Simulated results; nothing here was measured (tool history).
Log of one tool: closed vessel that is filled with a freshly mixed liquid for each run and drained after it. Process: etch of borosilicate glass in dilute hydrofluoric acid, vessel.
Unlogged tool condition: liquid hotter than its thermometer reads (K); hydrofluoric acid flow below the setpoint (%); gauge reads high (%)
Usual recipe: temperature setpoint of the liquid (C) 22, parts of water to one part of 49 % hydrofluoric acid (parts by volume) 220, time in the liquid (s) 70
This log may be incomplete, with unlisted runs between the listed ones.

run,hour,temperature setpoint of the liquid (C),parts of water to one part of 49 % hydrofluoric acid (parts by volume),time in the liquid (s),wafers since the last listed run,hours since the thermometer was replaced,hours since the hydrofluoric acid flow meter was replaced,hours since the gauge calibration,"read-back film thickness of the borosilicate glass reference wafer, read on the same gauge (nm)",thickness taken off the borosilicate glass on a monitor wafer (Å)
1,0,22,180,70,0,1667.3,1924.5,113.2,100.01,96.4
2,10.7,22,220,70,1007,1678,1935.2,123.9,99.99,76
3,27.7,22,220,70,1601,1695,1952.2,140.9,99.99,75.8
4,41.1,22,220,70,1262,1708.4,1965.6,154.3,99.99,75.2
5,56.9,24.5,220,60,1488,1724.2,1981.4,170.1,99.97,70.9
6,64.5,24.5,220,60,715,1731.8,1989,177.7,100.01,71
7,80.7,24.5,220,60,1525,1748,2005.2,193.9,99.99,70.8
8,90.3,22,220,70,904,1757.6,2014.8,203.5,99.98,75.1
# hour 102: hydrofluoric acid flow meter replaced
9,104.1,22,220,70,1205,1771.4,2.1,217.3,100.01,67.8
10,111.8,22,220,70,725,1779.1,9.8,225,100,68.8
11,128.8,22,280,80,1601,1796.1,26.8,242,99.99,57.4
12,137.7,27,260,50,838,1805,35.7,250.9,100,47.4
# hour 146: thermometer replaced
13,153.7,18,220,35,1412,7.7,51.7,266.9,100.01,29.2
# hour 157.6: hydrofluoric acid flow meter replaced, repeated, since the last time left the tool worse
14,160.4,22,220,95,536,14.4,2.8,273.6,100.01,114.4
15,171.5,23.5,280,30,1045,25.5,13.9,284.7,100,28.2
# hour 186.9: gauge calibrated
16,187.8,22,220,70,1535,41.8,30.2,0.9,100.01,83.2
17,201.6,18.5,220,50,1299,55.6,44,14.7,99.98,52.6
18,216.5,22,330,110,1403,70.5,58.9,29.6,100.01,79.3
19,229.2,22,220,70,1196,83.2,71.6,42.3,99.99,84.2
20,272.1,22,220,55,4040,126.1,114.5,85.2,100.02,66.5
21,281,19,120,105,838,135,123.4,94.1,100,227.3
22,291.3,22,220,70,970,145.3,133.7,104.4,100,84.1
23,304.4,19,165,70,1233,158.4,146.8,117.5,100.01,105.1

Hidden state or all else? Some run-to-run changes of thickness taken off the borosilicate glass on a monitor wafer (Å), split into what the settings, what came in and random variation would give without the hidden state, and what is left for the hidden state (with any gauge scatter that isn't in both results):
Run 8 -> 9: hydrofluoric acid flow meter replaced. thickness taken off the borosilicate glass on a monitor wafer (Å) -7.3: hidden state -6.4, all else -0.9.
Run 13 -> 14: temperature setpoint of the liquid (C) 18 -> 22, time in the liquid (s) 35 -> 95, hydrofluoric acid flow meter replaced, repeated, since the last time left the tool worse. thickness taken off the borosilicate glass on a monitor wafer (Å) +85.2: hidden state +6.3, all else +78.9.
Run 20 -> 21: temperature setpoint of the liquid (C) 22 -> 19, parts of water to one part of 49 % hydrofluoric acid (parts by volume) 220 -> 120, time in the liquid (s) 55 -> 105. thickness taken off the borosilicate glass on a monitor wafer (Å) +160.8: hidden state -1.3, all else +162.1.
Run 21 -> 22: temperature setpoint of the liquid (C) 19 -> 22, parts of water to one part of 49 % hydrofluoric acid (parts by volume) 120 -> 220, time in the liquid (s) 105 -> 70. thickness taken off the borosilicate glass on a monitor wafer (Å) -143.2: hidden state +1.1, all else -144.3.
